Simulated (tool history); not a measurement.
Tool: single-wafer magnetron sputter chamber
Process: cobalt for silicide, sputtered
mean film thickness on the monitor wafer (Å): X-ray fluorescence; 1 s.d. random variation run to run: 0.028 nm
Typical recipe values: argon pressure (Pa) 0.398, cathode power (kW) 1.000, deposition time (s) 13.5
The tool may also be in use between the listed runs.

| run | hour | argon pressure (Pa) | cathode power (kW) | deposition time (s) | read-back reference wafer on the same gauge, thickness_nm | mean film thickness on the monitor wafer (Å) |
|---|---|---|---|---|---|---|
| 1 | 0.0 | 0.398 | 1.000 | 13.5 | 7.880 | 67.04 |
| 2 | 22.1 | 0.398 | 1.000 | 13.5 | 7.877 | 67.24 |
| 3 | 46.6 | 0.398 | 1.000 | 13.5 | 7.881 | 67.34 |
| 4 | 59.8 | 0.398 | 1.000 | 13.5 | 7.886 | 67.08 |
| 5 | 76.8 | 0.340 | 1.000 | 15.3 | 7.869 | 77.14 |
|  | 87.4 | sputter target and shields replaced |
| 6 | 105.9 | 0.340 | 1.000 | 15.3 | 7.881 | 78.66 |
| 7 | 140.4 | 0.340 | 1.000 | 15.3 | 7.875 | 78.29 |
| 8 | 157.6 | 0.398 | 1.000 | 13.5 | 7.887 | 66.56 |
| 9 | 173.3 | 0.398 | 1.000 | 13.5 | 7.891 | 67.03 |
| 10 | 189.6 | 0.398 | 1.000 | 13.5 | 7.881 | 66.31 |
| 11 | 213.0 | 0.398 | 1.000 | 13.5 | 7.878 | 66.91 |
|  | 259.3 | sputter target and shields replaced |
| 12 | 305.1 | 0.398 | 1.000 | 13.5 | 7.885 | 67.66 |
|  | 315.9 | capacitance manometer re-zeroed and calibrated |
| 13 | 318.8 | 0.398 | 1.000 | 13.5 | 7.885 | 67.15 |
| 14 | 332.3 | 0.398 | 1.000 | 13.5 | 7.873 | 66.83 |
|  | 340.6 | magnet pack replaced |
| 15 | 347.7 | 0.398 | 1.000 | 13.5 | 7.883 | 67.32 |
| 16 | 380.5 | 0.398 | 1.000 | 13.5 | 7.883 | 66.39 |
| 17 | 407.8 | 0.349 | 1.000 | 13.5 | 7.880 | 68.32 |

For run 18, what comes out?
| 18 | 427.4 | 0.398 | 1.050 | 13.5 | ? | ? |

Run 18 gave read-back reference wafer on the same gauge, thickness_nm 7.880, mean film thickness on the monitor wafer (Å) 69.67.
Were there no unlogged condition in the tool, this run, its random variation unchanged, would have produced mean film thickness on the monitor wafer (Å) 71.72.

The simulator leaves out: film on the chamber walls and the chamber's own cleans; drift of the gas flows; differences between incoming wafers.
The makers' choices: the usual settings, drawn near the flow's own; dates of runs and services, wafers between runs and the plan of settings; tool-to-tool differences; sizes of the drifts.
